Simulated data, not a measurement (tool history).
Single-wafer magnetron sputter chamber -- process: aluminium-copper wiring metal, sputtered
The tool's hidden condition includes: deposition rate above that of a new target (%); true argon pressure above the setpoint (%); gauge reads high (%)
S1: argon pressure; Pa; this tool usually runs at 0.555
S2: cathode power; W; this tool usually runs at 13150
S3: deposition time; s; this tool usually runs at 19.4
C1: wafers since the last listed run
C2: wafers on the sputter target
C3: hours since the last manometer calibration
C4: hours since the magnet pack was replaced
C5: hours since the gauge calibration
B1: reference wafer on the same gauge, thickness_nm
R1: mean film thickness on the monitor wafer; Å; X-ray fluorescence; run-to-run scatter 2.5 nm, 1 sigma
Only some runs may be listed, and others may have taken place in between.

run,hour,S1,S2,S3,C1,C2,C3,C4,C5,B1,R1
1,0,0.427,15300,19.4,0,2915,1213.1,7571,521.5,421.787,4861.34
2,25.1,0.427,15300,19.4,625,3540,1238.2,7596.1,546.6,422.031,4863.92
3,72.4,0.427,15300,19.4,1178,4719,1285.5,7643.4,593.9,422.42,4878.9
4,98.6,0.555,13150,19.4,652,5372,1311.7,7669.6,620.1,421.93,3904.68
# hour 101.2: gauge calibrated
# hour 108.3: sputter target and shields replaced
5,168.6,0.555,15500,19.4,1545,1503,1381.7,7739.6,67.4,422.299,4809.54
6,201.9,0.423,13150,19.4,829,2333,1415,7772.9,100.7,421.916,4253.36
7,271.2,0.423,13150,19.4,1727,4060,1484.3,7842.2,170,421.863,4228.48
# hour 300.1: sputter target and shields replaced
# hour 333: capacitance manometer re-zeroed and calibrated
8,333.9,0.602,13150,19.4,1163,642,0.9,7904.9,232.7,422.34,4008.23
9,364.7,0.602,13150,19.4,767,1410,31.7,7935.7,263.5,421.572,3896.3
10,389.6,0.427,15300,19.4,620,2031,56.6,7960.6,288.4,422.848,4910.14
11,460.5,0.352,13150,19.4,1766,3798,127.5,8031.5,359.3,422.487,4309.06
# hour 472.6: sputter target and shields replaced
12,525.6,0.602,13150,19.4,1423,1320,192.6,8096.6,424.4,421.866,3971.19
13,568.5,0.763,13150,19.4,1069,2389,235.5,8139.5,467.3,422.906,3655.38
14,609.9,0.555,10300,22.8,1031,3421,276.9,8180.9,508.7,422.076,3650.52
# hour 632: gauge calibrated
# hour 671.9: sputter target and shields replaced
# hour 685.1: magnet pack replaced
15,730.9,0.736,13150,19.4,2616,1270,397.9,45.8,98.9,422.231,3732.49
16,783.7,0.652,15550,19.4,1315,2586,450.7,98.6,151.7,422.513,4568.16
17,842.9,0.555,13150,19.4,1475,4062,509.9,157.8,210.9,421.885,3961.65
# hour 856.4: sputter target and shields replaced
18,911.6,0.688,10200,19.4,1512,1376,578.6,226.5,279.6,421.427,2948.97
19,949.3,0.688,10200,19.4,939,2316,616.3,264.2,317.3,421.479,2919.1

Consider 5 possible next runs. They are alternatives, not a sequence: every one starts from the tool as it was left by run 19. What does each give?
A,949.7,0.555,13150,19.4,9,2326,616.7,264.6,317.7,?,?
B,949.7,0.687,13150,21.2,9,2326,616.7,264.6,317.7,?,?
C,949.7,0.734,15750,21,9,2326,616.7,264.6,317.7,?,?
D,949.7,0.555,13150,22.9,9,2326,616.7,264.6,317.7,?,?
E,949.7,0.406,14850,19.4,9,2326,616.7,264.6,317.7,?,?

run,B1,R1
A,421.809,3994.15
B,421.809,4117.65
C,421.809,4786.55
D,421.809,4714.74
E,421.809,4825.39
Without the tool's hidden state the same runs would have given:
run,R1
A,4209.34
B,4339.49
C,5044.44
D,4968.76
E,5085.37

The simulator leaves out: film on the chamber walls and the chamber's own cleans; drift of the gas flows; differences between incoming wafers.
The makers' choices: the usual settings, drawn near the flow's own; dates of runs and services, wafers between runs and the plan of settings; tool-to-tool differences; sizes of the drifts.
